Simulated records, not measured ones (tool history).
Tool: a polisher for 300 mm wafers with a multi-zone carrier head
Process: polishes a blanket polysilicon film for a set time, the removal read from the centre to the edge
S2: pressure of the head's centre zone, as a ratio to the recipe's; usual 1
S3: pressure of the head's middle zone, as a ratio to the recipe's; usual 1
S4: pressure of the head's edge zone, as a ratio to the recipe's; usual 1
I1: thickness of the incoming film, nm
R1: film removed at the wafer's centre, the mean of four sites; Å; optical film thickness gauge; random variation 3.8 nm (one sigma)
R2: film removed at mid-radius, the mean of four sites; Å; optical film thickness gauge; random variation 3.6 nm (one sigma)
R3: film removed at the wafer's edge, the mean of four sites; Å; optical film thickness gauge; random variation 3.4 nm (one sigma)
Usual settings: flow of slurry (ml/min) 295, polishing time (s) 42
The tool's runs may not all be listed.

{"run": 1, "hour": 0.0, "flow of slurry (ml/min)": 295, "S2": 1, "S3": 1, "S4": 1, "polishing time (s)": 42, "I1": 1864.7, "R1": 2570, "R2": 2521, "R3": 2565}
{"run": 2, "hour": 18.0, "flow of slurry (ml/min)": 375, "S2": 1, "S3": 1, "S4": 1, "polishing time (s)": 42, "I1": 1863.8, "R1": 2521, "R2": 2548, "R3": 2487}
{"run": 3, "hour": 24.9, "flow of slurry (ml/min)": 295, "S2": 1, "S3": 1, "S4": 1, "polishing time (s)": 34, "I1": 1844.9, "R1": 1966, "R2": 1959, "R3": 2002}
{"run": 4, "hour": 49.0, "flow of slurry (ml/min)": 295, "S2": 1, "S3": 1, "S4": 1, "polishing time (s)": 42, "I1": 1832.7, "R1": 2365, "R2": 2312, "R3": 2384}
{"run": 5, "hour": 55.3, "flow of slurry (ml/min)": 295, "S2": 1, "S3": 1, "S4": 1, "polishing time (s)": 42, "I1": 1855.7, "R1": 2322, "R2": 2270, "R3": 2389}
{"hour": 67.9, "done": "worn pad replaced by a new one"}
{"run": 6, "hour": 68.4, "flow of slurry (ml/min)": 295, "S2": 1, "S3": 1, "S4": 1, "polishing time (s)": 42, "I1": 1839.5, "R1": 2528, "R2": 2648, "R3": 2581}
{"hour": 72.3, "done": "slurry nozzle cleaned"}
{"run": 7, "hour": 80.9, "flow of slurry (ml/min)": 295, "S2": 1, "S3": 1, "S4": 1, "polishing time (s)": 42, "I1": 1878.9, "R1": 2537, "R2": 2530, "R3": 2517}
{"hour": 102.1, "done": "carrier head's membrane replaced by a new one"}
{"run": 8, "hour": 102.6, "flow of slurry (ml/min)": 295, "S2": 1, "S3": 1, "S4": 1, "polishing time (s)": 42, "I1": 1854.1, "R1": 2422, "R2": 2454, "R3": 2426}
{"hour": 106.9, "done": "centre zone pressure recalibrated"}
{"run": 9, "hour": 113.7, "flow of slurry (ml/min)": 295, "S2": 1, "S3": 1.11, "S4": 1, "polishing time (s)": 42, "I1": 1867.2, "R1": 2459, "R2": 2603, "R3": 2411}
{"hour": 119.6, "done": "edge zone pressure recalibrated"}
{"run": 10, "hour": 121.3, "flow of slurry (ml/min)": 230, "S2": 1, "S3": 1, "S4": 1.04, "polishing time (s)": 37, "I1": 1881.2, "R1": 2014, "R2": 1971, "R3": 2079}
{"hour": 136.5, "done": "worn pad replaced by a new one"}
{"run": 11, "hour": 136.9, "flow of slurry (ml/min)": 295, "S2": 1, "S3": 1, "S4": 0.88, "polishing time (s)": 42, "I1": 1846, "R1": 2619, "R2": 2629, "R3": 2524}
{"run": 12, "hour": 144.4, "flow of slurry (ml/min)": 295, "S2": 1, "S3": 1, "S4": 1, "polishing time (s)": 42, "I1": 1861.7, "R1": 2626, "R2": 2584, "R3": 2689}

Forecast run 13:
{"run": 13, "hour": 154.5, "flow of slurry (ml/min)": 320, "S2": 1, "S3": 1, "S4": 1, "polishing time (s)": 29, "I1": 1850.7, "R1": "?", "R2": "?", "R3": "?"}

R1: 1740 Å
R2: 1758 Å
R3: 1776 Å
Without the tool's hidden state the same run would have given R1 1792 Å, R2 1810 Å, R3 1828 Å.

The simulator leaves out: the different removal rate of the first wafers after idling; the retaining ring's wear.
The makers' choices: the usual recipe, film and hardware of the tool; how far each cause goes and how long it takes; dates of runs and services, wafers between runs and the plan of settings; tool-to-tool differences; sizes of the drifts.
